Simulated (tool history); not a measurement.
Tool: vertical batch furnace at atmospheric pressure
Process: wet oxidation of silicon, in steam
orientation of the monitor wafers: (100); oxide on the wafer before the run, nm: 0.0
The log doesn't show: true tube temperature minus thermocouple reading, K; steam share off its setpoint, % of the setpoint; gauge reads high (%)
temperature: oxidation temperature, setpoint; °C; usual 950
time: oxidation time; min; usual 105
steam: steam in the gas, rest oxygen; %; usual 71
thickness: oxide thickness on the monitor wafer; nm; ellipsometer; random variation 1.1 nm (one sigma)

| run | hour | temperature | time | steam | wafers since the last listed run | hours since the last temperature calibration | hours since the steam generator was serviced | hours since the gauge calibration | read-back reference wafer on the same gauge, thickness | thickness |
|---|---|---|---|---|---|---|---|---|---|---|
| 1 | 0 | 950 | 105 | 80 | 0 | 3421.3 | 125 | 1250.9 | 278.95 | 367.73 |
| 2 | 87 | 950 | 105 | 80 | 1414 | 3508.3 | 212 | 1337.9 | 279.08 | 369.1 |
| 3 | 159.5 | 950 | 105 | 69 | 1179 | 3580.8 | 284.5 | 1410.4 | 279.37 | 329.53 |
| 4 | 212.5 | 950 | 105 | 69 | 861 | 3633.8 | 337.5 | 1463.4 | 279.31 | 333.92 |
| 5 | 293.1 | 950 | 130 | 80 | 1310 | 3714.4 | 418.1 | 1544 | 278.97 | 435.07 |
| 6 | 392.7 | 950 | 105 | 71 | 1619 | 3814 | 517.7 | 1643.6 | 279.3 | 337.52 |
| 7 | 444.1 | 950 | 105 | 71 | 835 | 3865.4 | 569.1 | 1695 | 279.02 | 338.62 |
| 8 | 546.2 | 950 | 105 | 71 | 1660 | 3967.5 | 671.2 | 1797.1 | 278.67 | 340.75 |
| 9 | 639 | 950 | 105 | 71 | 1509 | 4060.3 | 764 | 1889.9 | 278.94 | 341.26 |
| 10 | 692.9 | 950 | 105 | 71 | 876 | 4114.2 | 817.9 | 1943.8 | 278.76 | 342.05 |
| 11 | 766.4 | 950 | 105 | 71 | 1195 | 4187.7 | 891.4 | 2017.3 | 278.46 | 339.71 |
| 12 | 842.2 | 950 | 105 | 71 | 1232 | 4263.5 | 967.2 | 2093.1 | 279.26 | 342.16 |
|  | 888.8 | thermocouples replaced and temperature profile calibrated |
| 13 | 922.4 | 950 | 105 | 71 | 913 | 33.6 | 1047.4 | 2173.3 | 279.16 | 352.06 |
| 14 | 1010 | 950 | 105 | 71 | 1424 | 121.2 | 1135 | 2260.9 | 278.94 | 350.4 |
|  | 1018.1 | gauge calibrated |
| 15 | 1056.1 | 950 | 105 | 71 | 749 | 167.3 | 1181.1 | 38 | 278.64 | 349.02 |
| 16 | 1146.7 | 950 | 105 | 71 | 1473 | 257.9 | 1271.7 | 128.6 | 279.3 | 348.76 |
| 17 | 1186.6 | 950 | 144.5 | 71 | 648 | 297.8 | 1311.6 | 168.5 | 278.99 | 444.53 |
| 18 | 1249.4 | 950 | 144.5 | 71 | 1021 | 360.6 | 1374.4 | 231.3 | 278.78 | 444.7 |
| 19 | 1298.6 | 950 | 105 | 75 | 800 | 409.8 | 1423.6 | 280.5 | 279.29 | 366.85 |
| 20 | 1392.3 | 950 | 105 | 71 | 1523 | 503.5 | 1517.3 | 374.2 | 279.05 | 350.83 |
|  | 1435.5 | thermocouples replaced and temperature profile calibrated, repeated, since the last time left the tool worse |
| 21 | 1495.6 | 929 | 105 | 64 | 1289 | 60.1 | 1620.6 | 477.5 | 278.87 | 248.55 |
| 22 | 1564.9 | 950 | 131 | 68 | 1126 | 129.4 | 1689.9 | 546.8 | 279.55 | 377.14 |
| 23 | 1604.3 | 957 | 105 | 77 | 640 | 168.8 | 1729.3 | 586.2 | 278.96 | 374.43 |
| 24 | 1658.8 | 968 | 143 | 77 | 886 | 223.3 | 1783.8 | 640.7 | 279.03 | 509.29 |
|  | 1738.8 | steam generator serviced |
| 25 | 1739.3 | 950 | 105 | 71 | 918 | 303.8 | 0.5 | 721.2 | 279 | 331.18 |
| 26 | 1823.9 | 933 | 122.5 | 67 | 1375 | 388.4 | 85.1 | 805.8 | 278.95 | 306.29 |
| 27 | 1910.3 | 961 | 105 | 61 | 1405 | 474.8 | 171.5 | 892.2 | 279.11 | 327.61 |
| 28 | 1999.3 | 970 | 152.5 | 71 | 1447 | 563.8 | 260.5 | 981.2 | 279.35 | 511.84 |
| 29 | 2043 | 967 | 66.5 | 71 | 710 | 607.5 | 304.2 | 1024.9 | 279.02 | 273.63 |
| 30 | 2126.1 | 950 | 105 | 71 | 1351 | 690.6 | 387.3 | 1108 | 278.69 | 331.55 |
| 31 | 2191.3 | 950 | 139.5 | 82 | 1060 | 755.8 | 452.5 | 1173.2 | 279.01 | 451.79 |
| 32 | 2232.4 | 950 | 68.5 | 79 | 668 | 796.9 | 493.6 | 1214.3 | 279.07 | 258.56 |
| 33 | 2287.1 | 961 | 137.5 | 63 | 889 | 851.6 | 548.3 | 1269 | 279.38 | 409.78 |
| 34 | 2376.3 | 950 | 68.5 | 71 | 1450 | 940.8 | 637.5 | 1358.2 | 278.92 | 237.33 |
| 35 | 2440.6 | 966 | 151 | 71 | 1045 | 1005.1 | 701.8 | 1422.5 | 279.11 | 495.58 |
| 36 | 2478.1 | 936 | 86 | 64 | 609 | 1042.6 | 739.3 | 1460 | 279.03 | 226.98 |

The same runs without the tool's hidden state, with the same run-to-run variation:
| run | thickness |
|---|---|
| 1 | 359.61 |
| 2 | 360.56 |
| 3 | 321.33 |
| 4 | 325.38 |
| 5 | 424.46 |
| 6 | 328.15 |
| 7 | 328.98 |
| 8 | 330.57 |
| 9 | 330.61 |
| 10 | 331.11 |
| 11 | 328.48 |
| 12 | 330.47 |
| 13 | 331.89 |
| 14 | 330.32 |
| 15 | 329.01 |
| 16 | 328.74 |
| 17 | 420.9 |
| 18 | 421.04 |
| 19 | 346.01 |
| 20 | 330.58 |
| 21 | 247.85 |
| 22 | 376.2 |
| 23 | 373.5 |
| 24 | 508.19 |
| 25 | 330.27 |
| 26 | 305.4 |
| 27 | 326.66 |
| 28 | 510.53 |
| 29 | 272.73 |
| 30 | 330.4 |
| 31 | 450.31 |
| 32 | 257.51 |
| 33 | 408.34 |
| 34 | 236.23 |
| 35 | 493.77 |
| 36 | 225.84 |

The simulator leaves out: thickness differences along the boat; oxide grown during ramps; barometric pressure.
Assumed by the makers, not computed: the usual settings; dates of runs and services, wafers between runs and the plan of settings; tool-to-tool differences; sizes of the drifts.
